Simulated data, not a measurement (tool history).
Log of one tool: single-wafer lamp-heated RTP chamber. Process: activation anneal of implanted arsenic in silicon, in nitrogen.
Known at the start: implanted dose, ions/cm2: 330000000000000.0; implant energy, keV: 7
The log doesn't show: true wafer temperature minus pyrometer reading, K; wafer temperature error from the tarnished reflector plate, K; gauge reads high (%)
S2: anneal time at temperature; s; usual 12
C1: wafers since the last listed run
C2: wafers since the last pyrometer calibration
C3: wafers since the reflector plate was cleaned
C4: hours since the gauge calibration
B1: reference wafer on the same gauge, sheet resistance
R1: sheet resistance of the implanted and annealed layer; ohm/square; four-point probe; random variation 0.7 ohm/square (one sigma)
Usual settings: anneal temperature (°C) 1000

{"run": 1, "day": 0.0, "anneal temperature (°C)": 1010, "S2": 12, "C1": 0, "C2": 3746, "C3": 372, "C4": 1055.0, "B1": 294.89, "R1": 316.8}
{"day": 0.729, "done": "pyrometer window cleaned and pyrometer calibrated"}
{"run": 2, "day": 2.704, "anneal temperature (°C)": 1010, "S2": 12, "C1": 635, "C2": 529, "C3": 1008, "C4": 1119.9, "B1": 294.96, "R1": 316.66}
{"run": 3, "day": 7.992, "anneal temperature (°C)": 1000, "S2": 16, "C1": 1417, "C2": 1947, "C3": 2425, "C4": 1246.8, "B1": 294.92, "R1": 313.67}
{"run": 4, "day": 10.338, "anneal temperature (°C)": 1000, "S2": 16, "C1": 628, "C2": 2576, "C3": 3054, "C4": 1303.1, "B1": 294.94, "R1": 315.69}
{"run": 5, "day": 11.404, "anneal temperature (°C)": 1016, "S2": 12, "C1": 285, "C2": 2862, "C3": 3340, "C4": 1328.7, "B1": 295.1, "R1": 314.01}
{"run": 6, "day": 14.162, "anneal temperature (°C)": 1016, "S2": 12, "C1": 739, "C2": 3601, "C3": 4080, "C4": 1394.9, "B1": 295.19, "R1": 313.81}
{"day": 14.771, "done": "pyrometer window cleaned and pyrometer calibrated"}
{"run": 7, "day": 16.683, "anneal temperature (°C)": 1016, "S2": 12, "C1": 586, "C2": 513, "C3": 4666, "C4": 1455.4, "B1": 295.01, "R1": 313.61}
{"run": 8, "day": 19.117, "anneal temperature (°C)": 1000, "S2": 12, "C1": 652, "C2": 1165, "C3": 5319, "C4": 1513.8, "B1": 294.97, "R1": 317.7}
{"run": 9, "day": 20.992, "anneal temperature (°C)": 1000, "S2": 12, "C1": 502, "C2": 1668, "C3": 5821, "C4": 1558.8, "B1": 294.99, "R1": 318.61}
{"day": 21.888, "done": "reflector plate cleaned"}
{"run": 10, "day": 22.438, "anneal temperature (°C)": 1000, "S2": 12, "C1": 298, "C2": 1966, "C3": 147, "C4": 1593.5, "B1": 295.06, "R1": 320.62}
{"day": 23.725, "done": "gauge calibrated"}
{"run": 11, "day": 24.371, "anneal temperature (°C)": 1012, "S2": 12, "C1": 518, "C2": 2484, "C3": 665, "C4": 15.5, "B1": 295.02, "R1": 317.62}
{"run": 12, "day": 27.329, "anneal temperature (°C)": 1012, "S2": 12, "C1": 793, "C2": 3277, "C3": 1458, "C4": 86.5, "B1": 295.02, "R1": 315.0}
{"run": 13, "day": 30.212, "anneal temperature (°C)": 1012, "S2": 12, "C1": 773, "C2": 4050, "C3": 2231, "C4": 155.7, "B1": 295.15, "R1": 316.31}
{"day": 32.479, "done": "pyrometer window cleaned and pyrometer calibrated"}
{"run": 14, "day": 32.646, "anneal temperature (°C)": 1012, "S2": 12, "C1": 562, "C2": 44, "C3": 2794, "C4": 214.1, "B1": 294.88, "R1": 315.15}
{"run": 15, "day": 33.792, "anneal temperature (°C)": 1000, "S2": 12, "C1": 307, "C2": 351, "C3": 3101, "C4": 241.6, "B1": 295.1, "R1": 318.74}
{"run": 16, "day": 36.667, "anneal temperature (°C)": 1009, "S2": 5, "C1": 770, "C2": 1122, "C3": 3872, "C4": 310.6, "B1": 294.96, "R1": 326.14}
{"run": 17, "day": 39.492, "anneal temperature (°C)": 985, "S2": 8, "C1": 757, "C2": 1880, "C3": 4629, "C4": 378.4, "B1": 295.09, "R1": 326.86}
{"run": 18, "day": 42.021, "anneal temperature (°C)": 1000, "S2": 12, "C1": 678, "C2": 2558, "C3": 5308, "C4": 439.1, "B1": 294.97, "R1": 319.1}
{"run": 19, "day": 43.033, "anneal temperature (°C)": 1016, "S2": 19, "C1": 271, "C2": 2829, "C3": 5579, "C4": 463.4, "B1": 295.06, "R1": 306.46}
{"run": 20, "day": 44.225, "anneal temperature (°C)": 1030, "S2": 8, "C1": 319, "C2": 3149, "C3": 5898, "C4": 492.0, "B1": 295.07, "R1": 314.7}
{"run": 21, "day": 46.675, "anneal temperature (°C)": 982, "S2": 12, "C1": 656, "C2": 3805, "C3": 6555, "C4": 550.8, "B1": 294.84, "R1": 323.47}
{"day": 47.908, "done": "pyrometer window cleaned and pyrometer calibrated"}
{"run": 22, "day": 48.488, "anneal temperature (°C)": 1024, "S2": 12, "C1": 396, "C2": 155, "C3": 6952, "C4": 594.3, "B1": 294.91, "R1": 311.5}
{"run": 23, "day": 50.608, "anneal temperature (°C)": 980, "S2": 12, "C1": 568, "C2": 724, "C3": 7520, "C4": 645.2, "B1": 294.92, "R1": 322.11}
{"day": 51.096, "done": "reflector plate cleaned"}
{"run": 24, "day": 53.096, "anneal temperature (°C)": 1000, "S2": 12, "C1": 577, "C2": 1301, "C3": 536, "C4": 704.9, "B1": 295.04, "R1": 320.31}
{"run": 25, "day": 55.621, "anneal temperature (°C)": 973, "S2": 8, "C1": 676, "C2": 1978, "C3": 1213, "C4": 765.5, "B1": 295.13, "R1": 331.01}
{"run": 26, "day": 58.342, "anneal temperature (°C)": 1000, "S2": 19, "C1": 729, "C2": 2708, "C3": 1942, "C4": 830.8, "B1": 294.88, "R1": 313.43}

Forecast each of these 5 alternatives for the next run:
{"run": "A", "day": 58.358, "anneal temperature (°C)": 1000, "S2": 9, "C1": 4, "C2": 2712, "C3": 1947, "C4": 831.2, "B1": "?", "R1": "?"}
{"run": "B", "day": 58.358, "anneal temperature (°C)": 1023, "S2": 17, "C1": 4, "C2": 2712, "C3": 1947, "C4": 831.2, "B1": "?", "R1": "?"}
{"run": "C", "day": 58.358, "anneal temperature (°C)": 1030, "S2": 12, "C1": 4, "C2": 2712, "C3": 1947, "C4": 831.2, "B1": "?", "R1": "?"}
{"run": "D", "day": 58.358, "anneal temperature (°C)": 1000, "S2": 7, "C1": 4, "C2": 2712, "C3": 1947, "C4": 831.2, "B1": "?", "R1": "?"}
{"run": "E", "day": 58.358, "anneal temperature (°C)": 987, "S2": 8, "C1": 4, "C2": 2712, "C3": 1947, "C4": 831.2, "B1": "?", "R1": "?"}

run=A B1=294.86 R1=323.29
run=B B1=294.86 R1=307.53
run=C B1=294.86 R1=310.46
run=D B1=294.86 R1=326.01
run=E B1=294.86 R1=327.81
Without the tool's hidden state the same runs would have given:
run=A R1=324.62
run=B R1=309.35
run=C R1=312.18
run=D R1=327.23
run=E R1=329.08
